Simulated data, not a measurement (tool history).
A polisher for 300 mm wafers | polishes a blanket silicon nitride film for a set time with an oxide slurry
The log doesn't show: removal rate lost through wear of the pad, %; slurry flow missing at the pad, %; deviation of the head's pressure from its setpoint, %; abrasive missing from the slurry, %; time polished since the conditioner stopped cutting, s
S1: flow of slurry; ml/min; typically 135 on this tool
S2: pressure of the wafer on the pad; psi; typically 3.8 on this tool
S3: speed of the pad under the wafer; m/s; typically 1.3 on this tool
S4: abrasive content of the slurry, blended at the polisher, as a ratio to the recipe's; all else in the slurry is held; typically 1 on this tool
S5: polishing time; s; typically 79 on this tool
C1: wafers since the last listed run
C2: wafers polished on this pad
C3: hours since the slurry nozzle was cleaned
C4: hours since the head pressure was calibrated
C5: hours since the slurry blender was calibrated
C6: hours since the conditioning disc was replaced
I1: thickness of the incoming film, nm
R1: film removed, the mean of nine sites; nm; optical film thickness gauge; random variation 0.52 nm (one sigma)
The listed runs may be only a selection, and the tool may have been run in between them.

run   hour   S1   S2    S3    S4   S5   C1    C2     C3      C4     C5     C6     I1    R1
  1      0  135  3.8   1.3     1   79    0   754  175.3   769.7  298.4  244.1  566.9  69.4
       3.8  -- conditioning disc replaced and pad reconditioned
  2   24.7  135  3.8  0.98     1   79  259  1013    200   794.4  323.1   20.9  557.8  59.9
  3   42.3  135  3.8  0.98     1   79  201  1214  217.6     812  340.7   38.5  556.6  58.9
      72.9  -- worn pad replaced by a new one
  4   73.4  135  3.8  1.04   0.9   79  309     5  248.7   843.1  371.8   69.6    552  59.7
  5   97.5  135  3.8   1.3   1.2   62  275   280  272.8   867.2  395.9   93.7  567.1  60.5
     101.9  -- slurry blender recalibrated
  6  129.1  105  3.1   1.3     1   79  338   618  304.4   898.8   27.2  125.3  553.3  56.2
  7    153  105  3.1   1.3     1   79  273   891  328.3   922.7   51.1  149.2  561.6  56.4
  8  178.3  105  3.8   1.3     1   64  289  1180  353.6     948   76.4  174.5  568.3  54.8
  9  194.4  135  3.8   1.3     1   79  183  1364  369.7   964.1   92.5  190.6  567.5    70
     225.9  -- worn pad replaced by a new one
 10  227.9  135  3.8   1.3     1   79  337    22  403.2   997.6    126  224.1  561.6  69.6
 11  241.6  135  3.8   1.3     1   79  156   179  416.9  1011.3  139.7  237.8  565.3  69.2
     256.4  -- head pressure recalibrated
     263.5  -- conditioning disc replaced and pad reconditioned
 12  274.9  135  3.8   1.3     1   79  334   514  450.2    18.5    173   11.4  560.5  64.6
 13  300.4   95  3.8   1.3  1.25   79  291   805  475.7      44  198.5   36.9  548.8  64.7
 14  326.6  135  3.8   1.3     1   98  299  1104  501.9    70.2  224.7   63.1  555.4  78.5
     343.5  -- worn pad replaced by a new one
 15  353.9  135  3.8  1.02  1.25   60  266   118  529.2    97.5    252   90.4  561.9  43.7
       392  -- conditioning disc replaced and pad reconditioned, repeated, since the last time left the tool worse
 16  436.2  135  3.8   1.3     1   79  917  1036  611.5   179.8  334.3   44.2  562.7  74.4
 17  455.5  155    5   1.3     1   79  220  1257  630.8   199.1  353.6   63.5  563.5    97
       462  -- slurry nozzle cleaned
 18  478.4  135  3.8   1.3     1   79  250  1507   16.4     222  376.5   86.4  559.8  72.5
     487.5  -- worn pad replaced by a new one
 19  498.6  135  3.8   1.3  1.15   79  185   126   36.6   242.2  396.7  106.6  562.2  76.9
 20  520.3  135  3.8   1.3     1   63  247   374   58.3   263.9  418.4  128.3  561.3  56.9
     524.2  -- slurry blender recalibrated
 21  554.9  105  3.1   1.3     1   79  372   747   92.9   298.5   30.7  162.9  564.2  56.5
 22  608.7  135  3.8   1.3     1   79  614  1361  146.7   352.3   84.5  216.7  557.9    70
     612.8  -- worn pad replaced by a new one
 23  635.5   95  3.8   1.3     1  101  260   258  173.5   379.1  111.3  243.5  562.8  82.1
 24  660.6  135  3.8   1.3     1   79  286   545  198.6   404.2  136.4  268.6  556.6  68.7
 25  675.6  135  4.6   1.3     1   51  171   717  213.6   419.2  151.4  283.6  557.1  52.3

Hidden state at the last listed run before each entry between runs and at the first one after, where it differs:
Between runs 1 and 2: conditioning disc replaced and pad reconditioned (hour 3.8)
  time polished since the conditioner stopped cutting, s: 95.5 -> 9.47
  measured result minus the result with no hidden state, R1: -5.9 -> -0.4 nm
Between runs 3 and 4: worn pad replaced by a new one (hour 72.9)
  time polished since the conditioner stopped cutting, s: 16.3 -> 28.4
  measured result minus the result with no hidden state, R1: -0.7 -> -1.3 nm
Between runs 5 and 6: slurry blender recalibrated (hour 101.9)
  time polished since the conditioner stopped cutting, s: 37.7 -> 50
  measured result minus the result with no hidden state, R1: -2.1 -> -2.2 nm
Between runs 9 and 10: worn pad replaced by a new one (hour 225.9)
  time polished since the conditioner stopped cutting, s: 75.3 -> 88.3
  measured result minus the result with no hidden state, R1: -4.7 -> -5.6 nm
Between runs 11 and 12: head pressure recalibrated (hour 256.4); conditioning disc replaced and pad reconditioned (hour 263.5)
  time polished since the conditioner stopped cutting, s: 93.6 -> 200
  measured result minus the result with no hidden state, R1: -5.9 -> -11 nm
Between runs 14 and 15: worn pad replaced by a new one (hour 343.5)
  time polished since the conditioner stopped cutting, s: 220 -> 230
  measured result minus the result with no hidden state, R1: -14.7 -> -7 nm
Between runs 15 and 16: conditioning disc replaced and pad reconditioned, repeated, since the last time left the tool worse (hour 392)
  time polished since the conditioner stopped cutting, s: 230 -> 19.2
  measured result minus the result with no hidden state, R1: -7 -> -1.4 nm
Between runs 17 and 18: slurry nozzle cleaned (hour 462)
  time polished since the conditioner stopped cutting, s: 26.7 -> 35.6
  measured result minus the result with no hidden state, R1: -3.1 -> -2.4 nm
Between runs 18 and 19: worn pad replaced by a new one (hour 487.5)
  time polished since the conditioner stopped cutting, s: 35.6 -> 43.4
  measured result minus the result with no hidden state, R1: -2.4 -> -3.1 nm
Between runs 20 and 21: slurry blender recalibrated (hour 524.2)
  time polished since the conditioner stopped cutting, s: 51.9 -> 65.3
  measured result minus the result with no hidden state, R1: -2.7 -> -2.8 nm
Between runs 22 and 23: worn pad replaced by a new one (hour 612.8)
  time polished since the conditioner stopped cutting, s: 86.2 -> 96.6
  measured result minus the result with no hidden state, R1: -5.4 -> -7.1 nm

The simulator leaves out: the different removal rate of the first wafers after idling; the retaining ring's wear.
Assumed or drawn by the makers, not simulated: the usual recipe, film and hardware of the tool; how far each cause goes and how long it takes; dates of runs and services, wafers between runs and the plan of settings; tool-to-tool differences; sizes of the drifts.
